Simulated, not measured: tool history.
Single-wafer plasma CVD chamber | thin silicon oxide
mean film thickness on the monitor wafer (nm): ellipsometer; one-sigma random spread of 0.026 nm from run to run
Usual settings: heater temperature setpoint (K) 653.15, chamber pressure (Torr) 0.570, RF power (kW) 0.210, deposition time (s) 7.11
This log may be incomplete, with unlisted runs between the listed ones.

run     day  heater temperature setpoint (K)  chamber pressure (Torr)  RF power (kW)  deposition time (s)  read-back reference wafer on the same gauge, thickness_nm  mean film thickness on the monitor wafer (nm)
  1   0.000                           653.15                    0.570          0.210                 7.11                                                      9.346                                          8.020
  2   0.454                           653.15                    0.627          0.210                 7.44                                                      9.344                                          9.180
  3   1.075                           653.15                    0.627          0.210                 7.44                                                      9.371                                          9.169
  4   1.608                           653.15                    0.627          0.210                 7.44                                                      9.355                                          9.169
  5   3.542                           653.15                    0.570          0.210                 7.11                                                      9.362                                          7.980
      4.246  -- capacitance manometer re-zeroed and calibrated
  6   4.267                           653.15                    0.570          0.210                 7.64                                                      9.364                                          8.495
  7   4.692                           653.15                    0.570          0.210                 7.64                                                      9.358                                          8.535
  8   5.058                           653.15                    0.570          0.210                 7.11                                                      9.352                                          7.936
  9   5.471                           653.15                    0.570          0.210                 7.11                                                      9.351                                          7.934
 10   5.917                           653.15                    0.570          0.210                 7.11                                                      9.370                                          7.930
 11   6.325                           653.15                    0.570          0.210                 7.11                                                      9.364                                          7.877
      7.021  -- RF generator calibrated
 12   7.042                           667.15                    0.570          0.210                 7.11                                                      9.355                                          7.664
      7.542  -- showerhead replaced
 13   7.562                           653.15                    0.480          0.220                 7.11                                                      9.356                                          6.742
      8.025  -- gauge calibrated
 14   8.162                           653.15                    0.441          0.210                 7.11                                                      9.364                                          6.030
      8.750  -- thermocouple changed; heater temperature recalibrated
 15   8.896                           653.15                    0.500          0.210                 7.71                                                      9.367                                          7.370
      9.562  -- RF generator calibrated, repeated, since the last time left the tool worse
 16   9.583                           653.15                    0.570          0.200                 6.36                                                      9.361                                          7.150
 17   9.867                           653.15                    0.570          0.245                 7.11                                                      9.361                                          8.866
 18  10.408                           639.15                    0.624          0.240                 6.09                                                      9.351                                          8.299
 19  10.875                           653.15                    0.570          0.245                 7.11                                                      9.374                                          8.870
 20  11.283                           653.15                    0.476          0.235                 7.11                                                      9.369                                          7.299
 21  11.821                           653.15                    0.570          0.210                 7.11                                                      9.358                                          8.235
 22  12.846                           658.15                    0.642          0.175                 6.62                                                      9.355                                          7.654
 23  13.179                           647.15                    0.680          0.210                 7.11                                                      9.362                                          9.696

What if the next run were any one of these 3? Each begins from the tool's condition after run 23:
  A  13.196                           653.15                    0.570          0.210                 7.11                                                          ?                                              ?
  B  13.196                           665.15                    0.570          0.210                 7.11                                                          ?                                              ?
  C  13.196                           653.15                    0.607          0.210                 6.54                                                          ?                                              ?

run  read-back reference wafer on the same gauge, thickness_nm  mean film thickness on the monitor wafer (nm)
  A                                                      9.342                                          8.171
  B                                                      9.342                                          8.097
  C                                                      9.342                                          7.978
What these runs would have given with no unlogged condition in the tool:
run  mean film thickness on the monitor wafer (nm)
  A                                          8.191
  B                                          8.117
  C                                          7.998

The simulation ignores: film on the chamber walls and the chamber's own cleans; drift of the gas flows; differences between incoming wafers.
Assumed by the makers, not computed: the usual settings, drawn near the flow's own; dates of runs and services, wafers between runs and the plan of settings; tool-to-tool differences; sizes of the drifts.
